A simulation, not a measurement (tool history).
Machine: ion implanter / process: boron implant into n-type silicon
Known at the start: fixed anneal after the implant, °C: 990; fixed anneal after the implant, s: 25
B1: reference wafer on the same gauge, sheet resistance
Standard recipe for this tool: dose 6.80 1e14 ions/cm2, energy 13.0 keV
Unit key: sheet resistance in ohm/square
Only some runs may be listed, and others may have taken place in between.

run 1 hour=0.0 | dose=6.80 energy=13.0 | B1=157.09 | sheet_resistance=182.60
run 2 hour=53.3 | dose=6.80 energy=13.0 | B1=156.81 | sheet_resistance=182.05
run 3 hour=135.0 | dose=6.80 energy=13.0 | B1=157.19 | sheet_resistance=183.32
run 4 hour=422.3 | dose=6.80 energy=13.0 | B1=157.03 | sheet_resistance=181.63
run 5 hour=485.4 | dose=6.80 energy=13.0 | B1=157.21 | sheet_resistance=181.20
run 6 hour=558.3 | dose=6.17 energy=15.5 | B1=156.85 | sheet_resistance=194.56
run 7 hour=642.6 | dose=6.17 energy=15.5 | B1=157.11 | sheet_resistance=193.21
run 8 hour=698.4 | dose=6.17 energy=15.5 | B1=156.95 | sheet_resistance=193.56
run 9 hour=804.6 | dose=6.80 energy=13.0 | B1=156.96 | sheet_resistance=181.45
run 10 hour=893.9 | dose=6.80 energy=13.0 | B1=157.04 | sheet_resistance=181.51
run 11 hour=951.9 | dose=6.80 energy=13.0 | B1=156.99 | sheet_resistance=182.02
run 12 hour=993.7 | dose=6.80 energy=15.0 | B1=156.93 | sheet_resistance=180.19
run 13 hour=1037.6 | dose=6.80 energy=15.0 | B1=157.27 | sheet_resistance=178.74
run 14 hour=1113.5 | dose=6.80 energy=13.0 | B1=157.07 | sheet_resistance=181.48
run 15 hour=1206.4 | dose=6.80 energy=13.0 | B1=157.08 | sheet_resistance=181.13
run 16 hour=1271.2 | dose=6.28 energy=10.5 | B1=156.83 | sheet_resistance=196.44
run 17 hour=1344.3 | dose=8.14 energy=9.0 | B1=156.90 | sheet_resistance=166.60
run 18 hour=1407.9 | dose=6.80 energy=13.0 | B1=157.01 | sheet_resistance=184.56
run 19 hour=1623.7 | dose=6.80 energy=13.0 | B1=157.00 | sheet_resistance=183.77
run 20 hour=1730.0 | dose=8.23 energy=9.5 | B1=157.11 | sheet_resistance=165.35
run 21 hour=1800.9 | dose=6.80 energy=16.0 | B1=156.91 | sheet_resistance=181.53
run 22 hour=1890.1 | dose=6.80 energy=17.5 | B1=156.87 | sheet_resistance=179.61
run 23 hour=1991.7 | dose=6.80 energy=15.5 | B1=156.98 | sheet_resistance=179.99
run 24 hour=2081.3 | dose=5.20 energy=15.5 | B1=156.86 | sheet_resistance=225.79
run 25 hour=2131.4 | dose=6.80 energy=13.0 | B1=156.86 | sheet_resistance=183.18
run 26 hour=2184.1 | dose=5.05 energy=14.5 | B1=156.99 | sheet_resistance=231.34
run 27 hour=2268.6 | dose=6.80 energy=13.0 | B1=156.90 | sheet_resistance=182.36
run 28 hour=2373.4 | dose=6.80 energy=11.5 | B1=156.92 | sheet_resistance=183.72
run 29 hour=2479.2 | dose=6.80 energy=13.0 | B1=156.95 | sheet_resistance=182.14
run 30 hour=2533.0 | dose=6.09 energy=16.5 | B1=157.03 | sheet_resistance=195.51
run 31 hour=2630.5 | dose=6.80 energy=13.0 | B1=157.03 | sheet_resistance=181.92
run 32 hour=2677.3 | dose=8.51 energy=17.0 | B1=157.00 | sheet_resistance=148.09
run 33 hour=2714.1 | dose=6.80 energy=13.0 | B1=156.92 | sheet_resistance=181.95
run 34 hour=2781.9 | dose=6.80 energy=13.0 | B1=156.90 | sheet_resistance=181.42
run 35 hour=2822.3 | dose=4.89 energy=15.0 | B1=156.88 | sheet_resistance=234.67
run 36 hour=2928.6 | dose=5.59 energy=9.5 | B1=157.06 | sheet_resistance=217.10
run 37 hour=3007.0 | dose=7.54 energy=14.5 | B1=157.11 | sheet_resistance=165.05

Missing from the log above: 3 entries noted between runs. For each, name the pair of listed runs it sits between and say how the tool's hidden condition differs from the listed run just before to the listed run just after:
Runs 17 to 18: Faraday cup replaced and dose calibrated (hour 1359.0)
  deviation of the true dose from the Faraday cup's reading, %: 3.1 -> 0.515
  measured minus no-state result, sheet resistance: -3.45 -> -0.77 ohm/square
Runs 18 to 19: extraction supply calibrated (hour 1457.6); gauge calibrated (hour 1473.4)
  deviation of the true dose from the Faraday cup's reading, %: 0.515 -> 1.19
  measured minus no-state result, sheet resistance: -0.77 -> -1.77 ohm/square

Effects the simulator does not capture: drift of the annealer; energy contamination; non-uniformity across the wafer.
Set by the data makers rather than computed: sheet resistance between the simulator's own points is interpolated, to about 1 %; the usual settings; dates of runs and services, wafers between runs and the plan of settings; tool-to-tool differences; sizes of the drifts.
